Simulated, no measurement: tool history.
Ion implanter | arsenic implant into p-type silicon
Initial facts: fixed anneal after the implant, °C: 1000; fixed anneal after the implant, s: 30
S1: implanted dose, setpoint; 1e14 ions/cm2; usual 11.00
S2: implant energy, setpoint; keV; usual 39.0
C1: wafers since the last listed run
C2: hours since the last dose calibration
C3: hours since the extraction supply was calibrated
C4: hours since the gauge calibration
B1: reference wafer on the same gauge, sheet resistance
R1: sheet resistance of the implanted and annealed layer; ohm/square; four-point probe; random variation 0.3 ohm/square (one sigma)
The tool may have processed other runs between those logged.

| run | hour | S1 | S2 | C1 | C2 | C3 | C4 | B1 | R1 |
|---|---|---|---|---|---|---|---|---|---|
| 1 | 0.0 | 12.00 | 35.0 | 0 | 1715.6 | 3873.9 | 636.7 | 97.98 | 109.05 |
| 2 | 18.2 | 11.00 | 39.0 | 330 | 1733.8 | 3892.1 | 654.9 | 98.03 | 111.55 |
| 3 | 32.4 | 11.00 | 39.0 | 258 | 1748.0 | 3906.3 | 669.1 | 97.94 | 111.30 |
| 4 | 49.0 | 13.14 | 39.0 | 301 | 1764.6 | 3922.9 | 685.7 | 97.97 | 101.20 |
| 5 | 84.7 | 13.14 | 39.0 | 648 | 1800.3 | 3958.6 | 721.4 | 98.06 | 100.66 |
| 6 | 99.5 | 11.00 | 33.5 | 268 | 1815.1 | 3973.4 | 736.2 | 98.04 | 115.30 |
| 7 | 119.9 | 11.00 | 39.0 | 370 | 1835.5 | 3993.8 | 756.6 | 97.94 | 111.29 |
| 8 | 136.0 | 11.00 | 39.0 | 292 | 1851.6 | 4009.9 | 772.7 | 98.04 | 111.33 |
| 9 | 165.1 | 11.00 | 42.5 | 528 | 1880.7 | 4039.0 | 801.8 | 98.03 | 108.95 |
| 10 | 194.6 | 11.00 | 39.0 | 536 | 1910.2 | 4068.5 | 831.3 | 97.94 | 110.72 |
| 11 | 218.6 | 11.00 | 39.0 | 436 | 1934.2 | 4092.5 | 855.3 | 98.00 | 111.26 |
| 12 | 233.6 | 11.00 | 36.0 | 272 | 1949.2 | 4107.5 | 870.3 | 98.06 | 113.23 |
| 13 | 261.6 | 11.00 | 36.0 | 508 | 1977.2 | 4135.5 | 898.3 | 98.04 | 112.88 |
| 14 | 279.2 | 11.00 | 34.0 | 319 | 1994.8 | 4153.1 | 915.9 | 98.00 | 114.02 |
| 15 | 297.7 | 11.00 | 39.0 | 336 | 2013.3 | 4171.6 | 934.4 | 97.97 | 110.93 |
| 16 | 318.2 | 11.00 | 39.0 | 372 | 2033.8 | 4192.1 | 954.9 | 97.98 | 110.77 |
| 17 | 341.7 | 11.00 | 39.0 | 427 | 2057.3 | 4215.6 | 978.4 | 98.00 | 111.00 |
| 18 | 358.2 | 12.34 | 35.5 | 299 | 2073.8 | 4232.1 | 994.9 | 98.03 | 105.93 |
|  | 376.1 | extraction supply calibrated |
| 19 | 382.2 | 13.25 | 32.0 | 290 | 2097.8 | 6.1 | 1018.9 | 98.01 | 105.37 |
|  | 408.6 | Faraday cup replaced and dose calibrated |
|  | 435.6 | gauge calibrated |
| 20 | 463.7 | 9.65 | 39.0 | 1335 | 55.1 | 87.6 | 28.1 | 98.00 | 123.57 |
| 21 | 482.6 | 13.00 | 39.0 | 343 | 74.0 | 106.5 | 47.0 | 98.01 | 103.28 |
| 22 | 511.0 | 13.00 | 39.0 | 516 | 102.4 | 134.9 | 75.4 | 98.01 | 103.06 |
| 23 | 543.0 | 11.00 | 39.0 | 581 | 134.4 | 166.9 | 107.4 | 97.99 | 113.98 |
| 24 | 647.0 | 9.98 | 30.5 | 1889 | 238.4 | 270.9 | 211.4 | 97.97 | 126.86 |
| 25 | 717.3 | 11.00 | 39.0 | 1277 | 308.7 | 341.2 | 281.7 | 98.00 | 113.37 |
| 26 | 751.5 | 12.54 | 39.0 | 621 | 342.9 | 375.4 | 315.9 | 97.98 | 105.01 |
| 27 | 772.4 | 11.00 | 39.0 | 379 | 363.8 | 396.3 | 336.8 | 98.02 | 113.61 |
| 28 | 803.9 | 8.98 | 45.5 | 572 | 395.3 | 427.8 | 368.3 | 98.01 | 126.44 |
| 29 | 837.3 | 11.00 | 39.0 | 606 | 428.7 | 461.2 | 401.7 | 98.02 | 113.10 |
| 30 | 870.2 | 8.27 | 34.0 | 597 | 461.6 | 494.1 | 434.6 | 97.98 | 141.23 |
| 31 | 901.2 | 11.00 | 39.0 | 563 | 492.6 | 525.1 | 465.6 | 98.02 | 113.92 |
| 32 | 915.0 | 11.00 | 31.0 | 250 | 506.4 | 538.9 | 479.4 | 98.02 | 119.24 |
| 33 | 931.2 | 7.98 | 30.0 | 294 | 522.6 | 555.1 | 495.6 | 98.07 | 147.80 |
| 34 | 956.8 | 10.08 | 39.0 | 465 | 548.2 | 580.7 | 521.2 | 97.98 | 119.65 |

Forecast each of these 5 alternatives for the next run:
| A | 957.2 | 11.00 | 39.0 | 7 | 548.6 | 581.1 | 521.6 | ? | ? |
| B | 957.2 | 9.78 | 39.0 | 7 | 548.6 | 581.1 | 521.6 | ? | ? |
| C | 957.2 | 9.60 | 46.5 | 7 | 548.6 | 581.1 | 521.6 | ? | ? |
| D | 957.2 | 11.00 | 50.5 | 7 | 548.6 | 581.1 | 521.6 | ? | ? |
| E | 957.2 | 12.78 | 39.0 | 7 | 548.6 | 581.1 | 521.6 | ? | ? |

| run | B1 | R1 |
|---|---|---|
| A | 97.97 | 113.54 |
| B | 97.97 | 122.45 |
| C | 97.97 | 120.15 |
| D | 97.97 | 108.02 |
| E | 97.97 | 104.15 |
With the hidden condition removed and each run's random variation left untouched, the same runs would have given:
| run | R1 |
|---|---|
| A | 113.83 |
| B | 122.79 |
| C | 120.50 |
| D | 108.32 |
| E | 104.38 |
